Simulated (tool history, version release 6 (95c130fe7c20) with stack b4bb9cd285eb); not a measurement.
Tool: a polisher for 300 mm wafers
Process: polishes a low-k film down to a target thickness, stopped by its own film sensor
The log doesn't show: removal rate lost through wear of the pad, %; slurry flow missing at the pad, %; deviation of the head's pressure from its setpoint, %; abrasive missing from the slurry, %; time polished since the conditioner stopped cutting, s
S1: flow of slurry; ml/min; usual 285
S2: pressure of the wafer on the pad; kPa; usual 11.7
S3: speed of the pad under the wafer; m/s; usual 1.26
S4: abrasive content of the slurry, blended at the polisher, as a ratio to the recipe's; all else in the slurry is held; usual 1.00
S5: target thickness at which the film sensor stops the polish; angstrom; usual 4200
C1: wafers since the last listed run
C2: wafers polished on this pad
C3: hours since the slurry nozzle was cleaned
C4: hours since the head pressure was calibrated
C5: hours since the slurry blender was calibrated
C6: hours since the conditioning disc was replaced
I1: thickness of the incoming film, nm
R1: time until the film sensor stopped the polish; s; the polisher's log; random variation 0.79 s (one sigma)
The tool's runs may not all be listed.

| run | day | S1 | S2 | S3 | S4 | S5 | C1 | C2 | C3 | C4 | C5 | C6 | I1 | R1 |
|---|---|---|---|---|---|---|---|---|---|---|---|---|---|---|
| 1 | 0.000 | 340 | 11.7 | 0.88 | 1.15 | 4100 | 0 | 2732 | 350.2 | 328.1 | 77.3 | 271.4 | 453.5 | 122.0 |
| 2 | 2.288 | 285 | 11.7 | 1.26 | 1.00 | 4280 | 401 | 3133 | 405.1 | 383.0 | 132.2 | 326.3 | 443.7 | 40.7 |
| 3 | 4.812 | 285 | 11.7 | 1.26 | 1.00 | 4200 | 442 | 3576 | 465.7 | 443.6 | 192.8 | 386.9 | 447.4 | 70.2 |
|  | 5.988 | worn pad replaced by a new one |
| 4 | 6.846 | 285 | 11.7 | 1.06 | 1.00 | 4130 | 327 | 150 | 514.5 | 492.4 | 241.6 | 435.7 | 452.1 | 111.2 |
| 5 | 9.733 | 205 | 11.7 | 1.26 | 1.00 | 4200 | 506 | 657 | 583.8 | 561.7 | 310.9 | 505.0 | 452.5 | 90.1 |
|  | 10.571 | slurry nozzle cleaned |
|  | 11.846 | conditioning disc replaced and pad reconditioned |
| 6 | 12.625 | 285 | 13.8 | 1.26 | 1.00 | 4200 | 485 | 1142 | 49.3 | 631.1 | 380.3 | 18.7 | 454.7 | 76.3 |
| 7 | 13.708 | 285 | 11.7 | 1.26 | 1.10 | 4200 | 189 | 1332 | 75.3 | 657.1 | 406.3 | 44.7 | 448.4 | 68.2 |
| 8 | 15.375 | 225 | 11.7 | 1.52 | 0.75 | 4200 | 292 | 1624 | 115.3 | 697.1 | 446.3 | 84.7 | 449.3 | 78.7 |
|  | 16.775 | slurry blender recalibrated |
| 9 | 17.596 | 285 | 10.3 | 1.40 | 1.00 | 4200 | 374 | 1999 | 168.6 | 750.4 | 19.7 | 138.0 | 453.0 | 85.7 |
| 10 | 20.283 | 350 | 11.7 | 1.50 | 1.00 | 4200 | 471 | 2470 | 233.1 | 814.9 | 84.2 | 202.5 | 457.0 | 85.4 |
| 11 | 22.604 | 285 | 11.7 | 1.62 | 1.10 | 4240 | 407 | 2877 | 288.8 | 870.6 | 139.9 | 258.2 | 445.9 | 47.9 |
| 12 | 24.412 | 240 | 11.7 | 0.92 | 0.90 | 4200 | 317 | 3194 | 332.2 | 914.0 | 183.3 | 301.6 | 449.8 | 93.4 |
|  | 26.129 | worn pad replaced by a new one |
| 13 | 27.288 | 285 | 11.7 | 1.66 | 1.00 | 4160 | 474 | 203 | 401.2 | 983.0 | 252.3 | 370.6 | 451.3 | 81.1 |
| 14 | 29.967 | 285 | 11.7 | 0.88 | 1.00 | 4200 | 469 | 673 | 465.5 | 1047.3 | 316.6 | 434.9 | 454.6 | 105.1 |
| 15 | 32.408 | 285 | 11.7 | 1.26 | 1.00 | 4200 | 428 | 1101 | 524.1 | 1105.9 | 375.2 | 493.5 | 441.1 | 56.7 |
|  | 32.808 | slurry nozzle cleaned |
|  | 34.508 | conditioning disc replaced and pad reconditioned |
| 16 | 35.238 | 285 | 14.5 | 0.86 | 1.30 | 4140 | 474 | 1575 | 58.3 | 1173.8 | 443.1 | 17.5 | 449.0 | 78.9 |
| 17 | 37.700 | 285 | 13.8 | 1.26 | 1.10 | 4270 | 431 | 2007 | 117.4 | 1232.9 | 502.2 | 76.6 | 453.2 | 56.9 |
|  | 39.000 | slurry blender recalibrated |
| 18 | 39.021 | 285 | 11.7 | 1.26 | 1.25 | 4150 | 217 | 2224 | 149.1 | 1264.6 | 0.5 | 108.3 | 450.9 | 81.5 |
| 19 | 40.300 | 285 | 13.8 | 1.26 | 0.85 | 4170 | 224 | 2448 | 179.8 | 1295.3 | 31.2 | 139.0 | 443.6 | 65.3 |
| 20 | 42.325 | 330 | 9.0 | 1.26 | 1.00 | 4200 | 355 | 2804 | 228.4 | 1343.9 | 79.8 | 187.6 | 455.7 | 104.7 |
| 21 | 44.408 | 285 | 11.7 | 1.26 | 1.00 | 4200 | 365 | 3169 | 278.4 | 1393.9 | 129.8 | 237.6 | 446.7 | 68.1 |
|  | 47.546 | worn pad replaced by a new one |
| 22 | 52.662 | 285 | 11.7 | 1.26 | 1.00 | 4200 | 1418 | 897 | 476.5 | 1592.0 | 327.9 | 435.7 | 454.8 | 91.6 |
|  | 53.371 | slurry nozzle cleaned |
|  | 54.121 | conditioning disc replaced and pad reconditioned |
|  | 54.667 | head pressure recalibrated |
| 23 | 55.346 | 285 | 13.8 | 0.88 | 1.00 | 4290 | 434 | 1331 | 47.4 | 16.3 | 392.3 | 29.4 | 448.5 | 50.8 |
| 24 | 57.029 | 285 | 11.7 | 1.26 | 1.00 | 4200 | 295 | 1626 | 87.8 | 56.7 | 432.7 | 69.8 | 450.4 | 75.5 |

Some steps in R1 between neighbouring runs. How much of each would the tool show without its hidden state too (settings, what came in, random variation), and how much is left for the hidden state, with any gauge scatter that isn't in both results?
Run 1 -> 2: S1 340 -> 285, S3 0.88 -> 1.26, S4 1.15 -> 1.00, S5 4100 -> 4280. R1 -81.3 s: hidden state -2.3, all else -79.0.
Run 5 -> 6: S1 205 -> 285, S2 11.7 -> 13.8, slurry nozzle cleaned, conditioning disc replaced and pad reconditioned. R1 -13.8 s: hidden state -5.5, all else -8.3.
Run 14 -> 15: S3 0.88 -> 1.26. R1 -48.4 s: hidden state -1.8, all else -46.6.
Run 22 -> 23: S2 11.7 -> 13.8, S3 1.26 -> 0.88, S5 4200 -> 4290, slurry nozzle cleaned, conditioning disc replaced and pad reconditioned, head pressure recalibrated. R1 -40.8 s: hidden state -4.8, all else -36.0.
